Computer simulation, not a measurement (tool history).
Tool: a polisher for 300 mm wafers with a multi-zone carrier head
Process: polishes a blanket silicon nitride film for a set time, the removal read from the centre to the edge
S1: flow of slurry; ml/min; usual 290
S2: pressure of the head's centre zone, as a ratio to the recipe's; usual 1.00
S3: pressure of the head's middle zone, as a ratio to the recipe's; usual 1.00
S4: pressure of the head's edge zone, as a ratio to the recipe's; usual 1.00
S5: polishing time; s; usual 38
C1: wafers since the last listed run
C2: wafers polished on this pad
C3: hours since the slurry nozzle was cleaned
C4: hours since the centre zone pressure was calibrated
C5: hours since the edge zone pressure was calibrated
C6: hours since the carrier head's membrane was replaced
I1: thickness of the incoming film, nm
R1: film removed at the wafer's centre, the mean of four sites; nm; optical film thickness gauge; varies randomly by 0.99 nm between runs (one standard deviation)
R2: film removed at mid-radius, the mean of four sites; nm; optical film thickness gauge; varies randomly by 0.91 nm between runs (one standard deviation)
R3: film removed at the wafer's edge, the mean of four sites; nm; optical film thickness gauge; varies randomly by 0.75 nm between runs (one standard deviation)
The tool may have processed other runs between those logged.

run	hour	S1	S2	S3	S4	S5	C1	C2	C3	C4	C5	C6	I1	R1	R2	R3
1	0.0	290	0.93	1.00	1.00	38	0	1644	180.1	1355.9	245.4	622.6	729.3	67.1	85.6	84.9
# hour 10.2: worn pad replaced by a new one
2	32.7	290	0.93	1.00	1.00	38	398	312	212.8	1388.6	278.1	655.3	727.1	69.4	84.3	85.0
3	64.6	290	0.93	1.00	1.00	38	442	755	244.7	1420.5	310.0	687.2	729.3	68.5	84.1	84.3
# hour 85.7: edge zone pressure recalibrated
4	86.2	290	1.00	1.00	1.00	38	271	1027	266.3	1442.1	0.5	708.8	738.3	71.1	84.1	83.3
# hour 130.8: worn pad replaced by a new one, of another model than before
5	180.8	290	1.00	1.00	1.00	38	1256	693	360.9	1536.7	95.1	803.4	734.7	72.5	84.6	84.4
6	203.6	290	1.00	1.00	1.00	30	316	1009	383.7	1559.5	117.9	826.2	724.4	56.4	65.7	66.2
# hour 214.8: slurry nozzle cleaned
7	227.4	290	1.00	1.00	1.00	30	316	1325	12.6	1583.3	141.7	850.0	715.7	58.2	65.6	67.0
8	245.9	290	1.00	1.00	1.00	30	256	1582	31.1	1601.8	160.2	868.5	729.6	58.3	66.4	66.2
# hour 252.8: worn pad replaced by a new one
9	265.6	290	1.00	1.00	1.00	33	217	178	50.8	1621.5	179.9	888.2	730.5	62.8	72.5	72.4
10	281.6	290	1.00	0.93	1.00	38	221	400	66.8	1637.5	195.9	904.2	728.8	72.7	78.3	83.2
# hour 337.3: centre zone pressure recalibrated
11	337.8	245	0.92	1.00	1.00	38	751	1152	123.0	0.5	252.1	960.4	728.4	73.8	81.5	83.8
12	352.2	290	1.00	1.00	1.00	38	199	1351	137.4	14.9	266.5	974.8	721.3	82.3	83.6	83.3
# hour 368.2: carrier head's membrane replaced by a new one
# hour 372.8: worn pad replaced by a new one
# hour 450.2: edge zone pressure recalibrated
13	456.5	355	0.97	1.00	0.93	38	1294	1133	241.7	119.2	6.3	88.3	725.2	79.2	84.3	82.0
14	471.7	365	1.03	0.91	1.00	31	210	1344	256.9	134.4	21.5	103.5	725.6	69.9	65.4	69.8
15	489.7	380	1.00	1.00	1.00	38	249	1594	274.9	152.4	39.5	121.5	725.7	81.5	86.0	85.0
# hour 498.8: worn pad replaced by a new one
16	522.5	240	0.95	1.00	1.09	38	399	329	307.7	185.2	72.3	154.3	731.1	75.4	81.8	86.6
17	543.0	290	1.00	1.00	1.07	28	284	613	328.2	205.7	92.8	174.8	735.7	58.0	61.7	62.7
18	577.2	290	1.00	1.00	1.00	38	474	1088	362.4	239.9	127.0	209.0	733.1	78.2	82.9	83.9

Take each entry between the runs: how does the hidden state at the last listed run before it differ from the hidden state at the first listed run after it?
Runs 1 to 2: worn pad replaced by a new one (hour 10.2)
  no difference in the tool's unlogged condition between these two runs
  difference, measured minus the result without the unlogged condition, R1: -9.0 -> -9.3 nm
Runs 3 to 4: edge zone pressure recalibrated (hour 85.7)
  no difference in the tool's unlogged condition between these two runs
  difference, measured minus the result without the unlogged condition, R1: -9.2 -> -9.5 nm
Runs 4 to 5: worn pad replaced by a new one, of another model than before (hour 130.8)
  deviation of the centre zone's pressure from its setpoint, %: -11.7 -> -11.8
  difference, measured minus the result without the unlogged condition, R1: -9.5 -> -9.8 nm
Runs 6 to 7: slurry nozzle cleaned (hour 214.8)
  no difference in the tool's unlogged condition between these two runs
  difference, measured minus the result without the unlogged condition, R1: -7.6 -> -8.0 nm
Runs 8 to 9: worn pad replaced by a new one (hour 252.8)
  no difference in the tool's unlogged condition between these two runs
  difference, measured minus the result without the unlogged condition, R1: -7.9 -> -8.6 nm
Runs 10 to 11: centre zone pressure recalibrated (hour 337.3)
  deviation of the centre zone's pressure from its setpoint, %: -11.9 -> -0.105
  difference, measured minus the result without the unlogged condition, R1: -9.9 -> +0.0 nm
Runs 12 to 13: carrier head's membrane replaced by a new one (hour 368.2); worn pad replaced by a new one (hour 372.8); edge zone pressure recalibrated (hour 450.2)
  deviation of the centre zone's pressure from its setpoint, %: -0.465 -> -2.78
  difference, measured minus the result without the unlogged condition, R1: -0.4 -> -2.3 nm
Runs 15 to 16: worn pad replaced by a new one (hour 498.8)
  deviation of the centre zone's pressure from its setpoint, %: -3.42 -> -4.02
  difference, measured minus the result without the unlogged condition, R1: -2.9 -> -3.2 nm
